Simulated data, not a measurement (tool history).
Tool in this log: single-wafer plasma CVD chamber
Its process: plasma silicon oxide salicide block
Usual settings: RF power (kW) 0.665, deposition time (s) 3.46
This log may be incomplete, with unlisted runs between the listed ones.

| run | hour | RF power (kW) | deposition time (s) | wafers since the last listed run | hours since the last RF generator calibration | hours since the showerhead was replaced | hours since the gauge calibration | read-back reference wafer on the same gauge, thickness_nm | mean film thickness on the monitor wafer (Å) |
|---|---|---|---|---|---|---|---|---|---|
| 1 | 0.0 | 0.620 | 3.46 | 0 | 1750.2 | 5006.6 | 1037.9 | 32.017 | 369.24 |
| 2 | 66.3 | 0.665 | 3.46 | 1742 | 1816.5 | 5072.9 | 1104.2 | 32.011 | 373.10 |
| 3 | 138.3 | 0.720 | 3.07 | 1892 | 1888.5 | 5144.9 | 1176.2 | 31.998 | 337.07 |
| 4 | 184.4 | 0.720 | 3.07 | 1211 | 1934.6 | 5191.0 | 1222.3 | 32.010 | 336.45 |
| 5 | 227.8 | 0.720 | 3.07 | 1140 | 1978.0 | 5234.4 | 1265.7 | 31.997 | 336.73 |
| 6 | 288.5 | 0.665 | 3.46 | 1595 | 2038.7 | 5295.1 | 1326.4 | 32.007 | 373.02 |
| 7 | 343.5 | 0.665 | 3.46 | 1445 | 2093.7 | 5350.1 | 1381.4 | 32.009 | 371.46 |
| 8 | 405.2 | 0.595 | 3.06 | 1621 | 2155.4 | 5411.8 | 1443.1 | 32.010 | 321.53 |
| 9 | 477.1 | 0.595 | 3.06 | 1890 | 2227.3 | 5483.7 | 1515.0 | 31.991 | 321.54 |
| 10 | 507.5 | 0.595 | 3.06 | 799 | 2257.7 | 5514.1 | 1545.4 | 32.004 | 320.98 |
|  | 563.4 | RF generator calibrated |
| 11 | 563.9 | 0.665 | 3.46 | 1272 | 0.5 | 5570.5 | 1601.8 | 32.031 | 367.40 |
| 12 | 595.9 | 0.665 | 3.46 | 841 | 32.5 | 5602.5 | 1633.8 | 32.014 | 366.48 |
| 13 | 643.0 | 0.665 | 4.01 | 1238 | 79.6 | 5649.6 | 1680.9 | 32.025 | 426.32 |
| 14 | 684.5 | 0.775 | 3.28 | 1090 | 121.1 | 5691.1 | 1722.4 | 32.012 | 359.93 |
| 15 | 752.3 | 0.665 | 3.11 | 1782 | 188.9 | 5758.9 | 1790.2 | 32.016 | 330.73 |
|  | 814.8 | gauge calibrated |
| 16 | 932.3 | 0.665 | 3.46 | 4731 | 368.9 | 5938.9 | 117.5 | 31.998 | 366.94 |
|  | 942.0 | RF generator calibrated, repeated, since the last time left the tool worse |
|  | 970.1 | showerhead replaced |
| 17 | 992.1 | 0.665 | 3.46 | 1151 | 50.1 | 22.0 | 177.3 | 32.010 | 376.18 |
| 18 | 1099.8 | 0.770 | 3.74 | 2831 | 157.8 | 129.7 | 285.0 | 31.995 | 417.79 |
| 19 | 1165.0 | 0.795 | 3.87 | 1713 | 223.0 | 194.9 | 350.2 | 32.009 | 436.93 |
| 20 | 1318.3 | 0.755 | 3.85 | 4029 | 376.3 | 348.2 | 503.5 | 31.989 | 428.33 |
| 21 | 1360.5 | 0.775 | 3.28 | 1109 | 418.5 | 390.4 | 545.7 | 31.992 | 368.14 |
| 22 | 1419.4 | 0.750 | 3.64 | 1548 | 477.4 | 449.3 | 604.6 | 31.984 | 405.64 |
| 23 | 1484.0 | 0.665 | 3.69 | 1698 | 542.0 | 513.9 | 669.2 | 31.993 | 399.77 |
| 24 | 1536.3 | 0.705 | 2.91 | 1374 | 594.3 | 566.2 | 721.5 | 31.986 | 318.83 |
| 25 | 1600.2 | 0.665 | 3.46 | 1679 | 658.2 | 630.1 | 785.4 | 31.999 | 374.70 |
| 26 | 1627.7 | 0.610 | 3.85 | 722 | 685.7 | 657.6 | 812.9 | 31.991 | 408.08 |
| 27 | 1668.1 | 0.665 | 3.46 | 1061 | 726.1 | 698.0 | 853.3 | 31.989 | 376.10 |

Selected run-to-run steps in mean film thickness on the monitor wafer (Å), each split into two signed amounts: the part the tool would show with no hidden state at all (from settings, incoming material and random variation), and the remainder, which goes to the hidden state together with any gauge scatter not common to the measured and the hidden-state-free results:
Hidden state at play: delivered RF power above the setpoint (%); gauge reads high (%).
Run 10 -> 11: RF power (kW) 0.595 -> 0.665, deposition time (s) 3.06 -> 3.46, RF generator calibrated. mean film thickness on the monitor wafer (Å) +46.42: hidden state -4.41, all else +50.83.
Run 13 -> 14: RF power (kW) 0.665 -> 0.775, deposition time (s) 4.01 -> 3.28. mean film thickness on the monitor wafer (Å) -66.39: hidden state +1.36, all else -67.75.
Run 16 -> 17: RF generator calibrated, repeated, since the last time left the tool worse, showerhead replaced. mean film thickness on the monitor wafer (Å) +9.24: hidden state +8.27, all else +0.97.
Run 23 -> 24: RF power (kW) 0.665 -> 0.705, deposition time (s) 3.69 -> 2.91. mean film thickness on the monitor wafer (Å) -80.94: hidden state +0.14, all else -81.08.
